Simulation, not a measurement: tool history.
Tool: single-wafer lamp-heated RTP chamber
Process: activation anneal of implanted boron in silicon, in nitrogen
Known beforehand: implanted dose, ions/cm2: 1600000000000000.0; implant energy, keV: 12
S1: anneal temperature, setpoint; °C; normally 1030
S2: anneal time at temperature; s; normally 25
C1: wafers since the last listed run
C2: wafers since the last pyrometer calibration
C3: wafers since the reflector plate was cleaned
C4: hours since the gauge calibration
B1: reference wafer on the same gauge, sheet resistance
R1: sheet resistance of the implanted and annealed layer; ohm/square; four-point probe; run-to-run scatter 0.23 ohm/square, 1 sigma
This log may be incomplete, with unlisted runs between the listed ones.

{"run": 1, "day": 0.0, "S1": 1053, "S2": 25, "C1": 0, "C2": 1989, "C3": 7934, "C4": 84.3, "B1": 107.99, "R1": 93.17}
{"run": 2, "day": 0.742, "S1": 1053, "S2": 25, "C1": 310, "C2": 2299, "C3": 8244, "C4": 102.1, "B1": 107.98, "R1": 92.68}
{"day": 1.283, "done": "pyrometer window cleaned and pyrometer calibrated"}
{"run": 3, "day": 1.483, "S1": 1053, "S2": 25, "C1": 170, "C2": 82, "C3": 8415, "C4": 119.9, "B1": 107.97, "R1": 93.7}
{"run": 4, "day": 1.992, "S1": 1030, "S2": 18, "C1": 212, "C2": 295, "C3": 8628, "C4": 132.1, "B1": 108.08, "R1": 102.16}
{"run": 5, "day": 2.638, "S1": 1030, "S2": 18, "C1": 270, "C2": 566, "C3": 8898, "C4": 147.6, "B1": 108.0, "R1": 102.08}
{"run": 6, "day": 3.258, "S1": 1030, "S2": 25, "C1": 259, "C2": 826, "C3": 9158, "C4": 162.5, "B1": 107.98, "R1": 100.34}
{"run": 7, "day": 3.542, "S1": 1030, "S2": 25, "C1": 118, "C2": 944, "C3": 9277, "C4": 169.3, "B1": 108.04, "R1": 100.28}
{"run": 8, "day": 4.238, "S1": 1030, "S2": 25, "C1": 291, "C2": 1235, "C3": 9568, "C4": 186.0, "B1": 108.08, "R1": 99.74}
{"run": 9, "day": 4.925, "S1": 1041, "S2": 21, "C1": 287, "C2": 1523, "C3": 9856, "C4": 202.5, "B1": 108.07, "R1": 97.03}
{"run": 10, "day": 5.442, "S1": 1041, "S2": 21, "C1": 216, "C2": 1740, "C3": 10072, "C4": 214.9, "B1": 108.0, "R1": 97.41}
{"run": 11, "day": 5.921, "S1": 1030, "S2": 33, "C1": 200, "C2": 1940, "C3": 10273, "C4": 226.4, "B1": 107.94, "R1": 97.44}
{"day": 6.279, "done": "pyrometer window cleaned and pyrometer calibrated"}
{"run": 12, "day": 6.3, "S1": 1003, "S2": 25, "C1": 19, "C2": 9, "C3": 10292, "C4": 235.5, "B1": 107.97, "R1": 107.22}
{"day": 6.942, "done": "gauge calibrated"}
{"run": 13, "day": 7.738, "S1": 1006, "S2": 12, "C1": 601, "C2": 610, "C3": 10894, "C4": 19.1, "B1": 108.05, "R1": 109.13}
{"day": 8.271, "done": "reflector plate cleaned"}
{"run": 14, "day": 8.321, "S1": 1011, "S2": 10, "C1": 104, "C2": 715, "C3": 20, "C4": 33.1, "B1": 108.02, "R1": 108.64}
{"run": 15, "day": 8.833, "S1": 1030, "S2": 25, "C1": 214, "C2": 930, "C3": 235, "C4": 45.4, "B1": 107.94, "R1": 97.47}
{"day": 9.183, "done": "pyrometer window cleaned and pyrometer calibrated, repeated, since the last time left the tool worse"}
{"run": 16, "day": 9.521, "S1": 1010, "S2": 38, "C1": 148, "C2": 140, "C3": 383, "C4": 61.9, "B1": 108.0, "R1": 105.06}
{"run": 17, "day": 10.021, "S1": 1012, "S2": 32, "C1": 209, "C2": 349, "C3": 592, "C4": 73.9, "B1": 108.07, "R1": 105.38}
{"run": 18, "day": 10.362, "S1": 1058, "S2": 13, "C1": 143, "C2": 492, "C3": 735, "C4": 82.1, "B1": 107.98, "R1": 96.78}
{"run": 19, "day": 10.825, "S1": 1030, "S2": 25, "C1": 193, "C2": 686, "C3": 929, "C4": 93.2, "B1": 108.02, "R1": 100.3}
{"run": 20, "day": 11.254, "S1": 1058, "S2": 20, "C1": 179, "C2": 866, "C3": 1109, "C4": 103.5, "B1": 107.96, "R1": 93.76}
{"run": 21, "day": 11.971, "S1": 1009, "S2": 38, "C1": 300, "C2": 1166, "C3": 1409, "C4": 120.7, "B1": 107.96, "R1": 104.64}
{"run": 22, "day": 12.704, "S1": 1051, "S2": 15, "C1": 307, "C2": 1473, "C3": 1716, "C4": 138.3, "B1": 107.98, "R1": 96.68}

Predict each of these 4 candidate next runs independently; none follows another, all start after run 22:
{"run": "A", "day": 12.721, "S1": 1030, "S2": 25, "C1": 6, "C2": 1480, "C3": 1723, "C4": 138.7, "B1": "?", "R1": "?"}
{"run": "B", "day": 12.721, "S1": 1022, "S2": 36, "C1": 6, "C2": 1480, "C3": 1723, "C4": 138.7, "B1": "?", "R1": "?"}
{"run": "C", "day": 12.721, "S1": 1053, "S2": 13, "C1": 6, "C2": 1480, "C3": 1723, "C4": 138.7, "B1": "?", "R1": "?"}
{"run": "D", "day": 12.721, "S1": 1043, "S2": 33, "C1": 6, "C2": 1480, "C3": 1723, "C4": 138.7, "B1": "?", "R1": "?"}

run=A B1=107.96 R1=100.17
run=B B1=107.96 R1=100.50
run=C B1=107.96 R1=97.39
run=D B1=107.96 R1=94.41
Take away the tool's hidden state, keep each run's random variation, and the runs would have read:
run=A R1=101.08
run=B R1=101.48
run=C R1=98.10
run=D R1=95.23

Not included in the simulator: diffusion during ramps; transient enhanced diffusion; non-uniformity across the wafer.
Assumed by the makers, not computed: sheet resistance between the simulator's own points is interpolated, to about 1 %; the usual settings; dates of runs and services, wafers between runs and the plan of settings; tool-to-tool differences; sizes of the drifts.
